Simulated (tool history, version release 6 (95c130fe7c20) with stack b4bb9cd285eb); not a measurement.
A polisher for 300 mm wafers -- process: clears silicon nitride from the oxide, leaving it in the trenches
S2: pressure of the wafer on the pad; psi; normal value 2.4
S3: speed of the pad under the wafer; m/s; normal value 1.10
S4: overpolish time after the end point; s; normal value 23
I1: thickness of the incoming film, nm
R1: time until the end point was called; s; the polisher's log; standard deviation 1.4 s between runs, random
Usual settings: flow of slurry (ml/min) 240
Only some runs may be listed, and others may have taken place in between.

Run 1, hour 0.0: usual settings but S2 2.7 psi; I1 69.8. Result: R1 81.9 s.
Run 2, hour 16.8: usual settings but S2 2.7 psi; I1 70.7. Result: R1 82.0 s.
Run 3, hour 34.9: usual settings; I1 70.6. Result: R1 95.5 s.
At hour 53.9: worn pad replaced by a new one.
Run 4, hour 66.2: usual settings; I1 69.9. Result: R1 89.4 s.
Run 5, hour 82.2: usual settings but flow of slurry (ml/min) 290; I1 70.1. Result: R1 87.2 s.
At hour 111.7: slurry nozzle cleaned.
Run 6, hour 112.7: usual settings; I1 70.0. Result: R1 92.0 s.
At hour 132.2: worn pad replaced by a new one.
Run 7, hour 133.3: usual settings but flow of slurry (ml/min) 290, S3 1.32 m/s; I1 69.6. Result: R1 70.4 s.
Run 8, hour 147.9: usual settings but flow of slurry (ml/min) 290, S3 1.32 m/s; I1 71.5. Result: R1 72.5 s.
Run 9, hour 179.2: usual settings; I1 71.0. Result: R1 96.0 s.
At hour 204.4: worn pad replaced by a new one.
Run 10, hour 214.0: usual settings but S2 2.9 psi; I1 71.2. Result: R1 73.9 s.
Run 11, hour 241.3: usual settings but flow of slurry (ml/min) 280, S2 1.7 psi; I1 69.8. Result: R1 120.4 s.
Run 12, hour 254.5: usual settings but flow of slurry (ml/min) 325, S2 2.2 psi, S3 1.42 m/s, S4 36 s; I1 71.2. Result: R1 79.6 s.
At hour 270.7: head pressure recalibrated.
Run 13, hour 271.2: usual settings but flow of slurry (ml/min) 160, S2 2.1 psi, S3 0.96 m/s, S4 15 s; I1 70.2. Result: R1 127.4 s.
At hour 277.9: worn pad replaced by a new one.
Run 14, hour 305.0: usual settings; I1 70.0. Result: R1 92.8 s.
Run 15, hour 326.4: usual settings but flow of slurry (ml/min) 315, S2 2.8 psi; I1 70.0. Result: R1 78.0 s.
Run 16, hour 346.6: usual settings but S3 0.92 m/s; I1 69.3. Result: R1 109.6 s.

Below are 3 alternative next runs, each starting from the tool's condition after run 16. Predict each:
Run A, hour 347.1: usual settings but S4 10 s; I1 70.1. Result: R1 ?.
Run B, hour 347.1: usual settings but S2 3.0 psi, S3 1.48 m/s, S4 29 s; I1 70.1. Result: R1 ?.
Run C, hour 347.1: usual settings but S3 1.46 m/s; I1 70.1. Result: R1 ?.

run    R1
  A  94.1
  B  60.4
  C  75.0
Without the tool's hidden state the same runs would have given:
run    R1
  A  77.8
  B  50.0
  C  62.0

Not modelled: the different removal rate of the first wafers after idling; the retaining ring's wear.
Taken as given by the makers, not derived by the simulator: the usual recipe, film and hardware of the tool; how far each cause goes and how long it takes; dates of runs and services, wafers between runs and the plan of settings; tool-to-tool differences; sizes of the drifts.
